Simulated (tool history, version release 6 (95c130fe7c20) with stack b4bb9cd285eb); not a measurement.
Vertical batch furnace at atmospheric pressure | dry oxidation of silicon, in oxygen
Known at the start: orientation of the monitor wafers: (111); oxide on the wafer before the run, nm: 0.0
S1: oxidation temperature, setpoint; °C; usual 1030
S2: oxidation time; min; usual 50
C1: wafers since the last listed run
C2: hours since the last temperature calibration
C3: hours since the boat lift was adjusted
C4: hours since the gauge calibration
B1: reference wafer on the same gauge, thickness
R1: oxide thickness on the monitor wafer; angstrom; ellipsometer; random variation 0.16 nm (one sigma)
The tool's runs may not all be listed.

run	hour	S1	S2	C1	C2	C3	C4	B1	R1
1	0	1023	50	0	4020.6	1818.3	304.9	61	698.1
2	33.6	1023	50	515	4054.2	1851.9	338.5	61	697.4
3	69.2	1023	50	545	4089.8	1887.5	374.1	61	696.7
4	97.9	1030	57.5	440	4118.5	1916.2	402.8	60.99	802.6
5	119.9	1030	57.5	337	4140.5	1938.2	424.8	61	801.5
6	150.8	1030	57.5	473	4171.4	1969.1	455.7	60.97	800.9
7	172.9	1022	50	338	4193.5	1991.2	477.8	60.99	691.7
8	201.9	1022	50	444	4222.5	2020.2	506.8	61.01	692.3
9	215.6	1030	50	210	4236.2	2033.9	520.5	60.98	731
10	244.1	1030	50	437	4264.7	2062.4	549	60.98	731.2
11	268.9	1030	50	380	4289.5	2087.2	573.8	60.98	728.5
# hour 319.5: boat lift adjusted
12	320	1030	50	415	4340.6	0.5	624.9	60.96	750.7
13	325.3	1030	50	81	4345.9	5.8	630.2	61.01	748
14	350.2	1018	63	381	4370.8	30.7	655.1	60.99	803.3
15	374.3	1018	63	369	4394.9	54.8	679.2	60.98	803.8
16	387.3	1018	63	199	4407.9	67.8	692.2	61.01	802.3
17	417.5	1030	50	463	4438.1	98	722.4	61.02	749.3
18	445	1007	50	421	4465.6	125.5	749.9	61	631.1
19	459	1012	50	214	4479.6	139.5	763.9	61	657
20	473.1	1046	50	216	4493.7	153.6	778	60.99	823.1
21	508.7	1016	59	545	4529.3	189.2	813.6	60.95	756.9
22	544.5	1041	41.5	548	4565.1	225	849.4	61	709.2
# hour 571.2: thermocouples replaced and temperature profile calibrated
23	576.6	1030	50	124	5.4	257.1	881.5	60.98	746.6
24	607.2	1013	64	469	36	287.7	912.1	61.01	780.7
# hour 610.6: gauge calibrated
25	623.2	1022	50	245	52	303.7	12.6	61	706.9
26	642.8	1023	65.5	300	71.6	323.3	32.2	61	850.1
27	658	1054	26.5	233	86.8	338.5	47.4	61	572
28	676.8	1011	56.5	288	105.6	357.3	66.2	61.01	704.9
29	698.4	1018	63	331	127.2	378.9	87.8	60.95	799.3
30	716.9	1041	50	283	145.7	397.4	106.3	61.02	796
31	731	1014	35	216	159.8	411.5	120.4	61	527.4
32	822.6	1030	67	1404	251.4	503.1	212	60.99	896.9
33	841	1008	29	282	269.8	521.5	230.4	60.98	442
34	857.2	1049	71	248	286	537.7	246.6	61.01	1042.2
35	884.4	1038	50	417	313.2	564.9	273.8	61.01	777.3

4 ways to go on from here, each from the tool as it stands after run 35. What would each give?
A	889.8	1030	43.5	82	318.6	570.3	279.2	?	?
B	889.8	1050	41	82	318.6	570.3	279.2	?	?
C	889.8	1030	61	82	318.6	570.3	279.2	?	?
D	889.8	1022	29.5	82	318.6	570.3	279.2	?	?

run	B1	R1
A	61.04	676.8
B	61.04	735.8
C	61.04	842.4
D	61.04	497.3
Without the tool's hidden state the same runs would have given:
run	R1
A	684
B	743.1
C	851.1
D	503.1

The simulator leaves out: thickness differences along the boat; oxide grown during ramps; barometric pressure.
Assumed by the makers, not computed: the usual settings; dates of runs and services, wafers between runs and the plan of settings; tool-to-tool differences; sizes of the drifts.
